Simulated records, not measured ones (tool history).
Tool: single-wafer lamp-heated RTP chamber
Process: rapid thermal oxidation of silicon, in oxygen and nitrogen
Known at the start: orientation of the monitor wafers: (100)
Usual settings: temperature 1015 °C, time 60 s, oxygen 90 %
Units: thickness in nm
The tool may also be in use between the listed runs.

run,hour,temperature,time,oxygen,wafers since the last listed run,wafers since the last pyrometer calibration,hours since the oxygen flow controller was replaced,hours since the gauge calibration,"read-back reference wafer on the same gauge, thickness",thickness
1,0.0,1015,60,90,0,1415,5696.6,656.6,7.209,6.518
2,15.6,1015,60,90,133,1548,5712.2,672.2,7.208,6.541
3,44.1,1028,60,90,244,1792,5740.7,700.7,7.210,7.168
4,62.4,1028,60,90,156,1949,5759.0,719.0,7.210,7.187
5,91.5,1028,60,90,249,2198,5788.1,748.1,7.214,7.182
6,126.9,1015,60,90,303,2501,5823.5,783.5,7.210,6.537
7,141.0,1015,60,90,120,2622,5837.6,797.6,7.210,6.552
8,176.7,1015,60,90,305,2928,5873.3,833.3,7.209,6.553
9,194.9,1015,52,90,155,3084,5891.5,851.5,7.212,6.148
# hour 215.9: gauge calibrated
10,221.3,1015,52,90,226,3310,5917.9,5.4,7.209,6.163
11,238.7,1015,60,90,149,3459,5935.3,22.8,7.210,6.553
12,263.9,1015,60,90,215,3675,5960.5,48.0,7.206,6.556
13,284.5,1015,60,90,176,3851,5981.1,68.6,7.214,6.544
14,311.8,1041,60,90,233,4085,6008.4,95.9,7.212,7.884
15,330.7,1023,88,79,161,4247,6027.3,114.8,7.212,7.871
16,348.9,1043,60,90,155,4403,6045.5,133.0,7.211,7.986
17,369.2,1003,60,61,173,4577,6065.8,153.3,7.212,5.259
# hour 411.1: pyrometer window cleaned and pyrometer calibrated
18,413.9,1042,69,67,314,23,6110.5,198.0,7.210,7.511
19,440.4,1037,79,98,226,250,6137.0,224.5,7.215,8.851
20,465.2,1015,70,90,212,463,6161.8,249.3,7.209,6.992
21,482.7,996,60,75,149,613,6179.3,266.8,7.208,5.328
22,516.5,1015,60,90,289,902,6213.1,300.6,7.204,6.518
# hour 528.7: oxygen flow controller replaced
23,538.6,1015,60,90,120,1023,9.9,322.7,7.213,6.547
24,557.9,995,36,98,165,1188,29.2,342.0,7.209,4.685
25,623.1,1015,60,90,558,1747,94.4,407.2,7.208,6.547
26,644.1,991,83,98,179,1926,115.4,428.2,7.212,6.558
27,666.1,1015,60,90,188,2115,137.4,450.2,7.209,6.545
28,690.3,1015,60,90,207,2322,161.6,474.4,7.207,6.561
29,704.9,1015,70,90,125,2447,176.2,489.0,7.209,7.030
30,725.8,1037,68,98,179,2626,197.1,509.9,7.209,8.342
31,751.8,1015,60,90,222,2849,223.1,535.9,7.209,6.555
32,782.6,992,88,69,263,3113,253.9,566.7,7.209,6.007
33,810.5,1015,60,90,238,3352,281.8,594.6,7.208,6.565
34,831.2,1015,60,90,177,3529,302.5,615.3,7.209,6.563
# hour 874.1: pyrometer window cleaned and pyrometer calibrated
35,874.6,986,46,98,303,4,345.9,658.7,7.210,4.818
36,881.0,1015,60,82,54,59,352.3,665.1,7.215,6.290
37,900.8,1015,46,90,169,228,372.1,684.9,7.210,5.781
38,917.2,1015,74,98,140,369,388.5,701.3,7.205,7.343

Some steps in thickness between neighbouring runs. How much of each would the tool show without its hidden state too (settings, what came in, random variation), and how much is left for the hidden state, with any gauge scatter that isn't in both results?
The hidden state here: true wafer temperature minus pyrometer reading, K; deviation of the oxygen flow from its setpoint, %; gauge reads high (%).
Run 16 -> 17: temperature 1043 -> 1003, oxygen 90 -> 61. thickness -2.727 nm: hidden state -0.029, all else -2.698.
Run 17 -> 18: temperature 1003 -> 1042, time 60 -> 69, oxygen 61 -> 67, pyrometer window cleaned and pyrometer calibrated. thickness +2.252 nm: hidden state -0.048, all else +2.300.
Run 23 -> 24: temperature 1015 -> 995, time 60 -> 36, oxygen 90 -> 98. thickness -1.862 nm: hidden state -0.013, all else -1.849.
Run 34 -> 35: temperature 1015 -> 986, time 60 -> 46, oxygen 90 -> 98, pyrometer window cleaned and pyrometer calibrated. thickness -1.745 nm: hidden state -0.080, all else -1.665.
